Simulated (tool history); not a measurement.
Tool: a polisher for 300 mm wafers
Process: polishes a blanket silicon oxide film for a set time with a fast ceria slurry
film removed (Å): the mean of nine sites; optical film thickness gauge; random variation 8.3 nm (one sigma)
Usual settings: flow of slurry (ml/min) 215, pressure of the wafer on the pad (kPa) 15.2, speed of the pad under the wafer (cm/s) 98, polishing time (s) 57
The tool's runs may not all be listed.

run,hour,flow of slurry (ml/min),pressure of the wafer on the pad (kPa),speed of the pad under the wafer (cm/s),polishing time (s),wafers since the last listed run,wafers polished on this pad,hours since the slurry nozzle was cleaned,hours since the head pressure was calibrated,"incoming thickness of the incoming film, nm",film removed (Å)
1,0,215,13.8,84,57,0,2373,452.8,571.2,1955.1,4800
# hour 59.3: worn pad replaced by a new one
2,62.4,215,13.8,84,57,646,34,515.2,633.6,1904.3,5359
3,169.7,215,13.8,84,57,1188,1223,622.5,740.9,1944.1,5201
4,215.5,215,15.2,98,57,507,1730,668.3,786.7,1945,6316
# hour 227.3: slurry nozzle cleaned
5,293.3,215,15.2,98,57,850,2581,66,864.5,1899.9,5893
# hour 309: worn pad replaced by a new one
6,396,215,13.8,98,41,1093,963,168.7,967.2,1925.5,4052
7,495.6,215,15.2,98,57,1103,2066,268.3,1066.8,1945.8,5863
# hour 545.7: worn pad replaced by a new one
# hour 549.4: head pressure recalibrated
8,552.4,215,15.2,98,57,562,52,325.1,3,1896.6,7331

Forecast run 9:
9,640.9,215,15.2,78,57,980,1032,413.6,91.5,1945.7,?

{"run 9": {"film removed (Å)": 6003}}
Without the tool's hidden state the same run would have given film removed (Å) 5972.
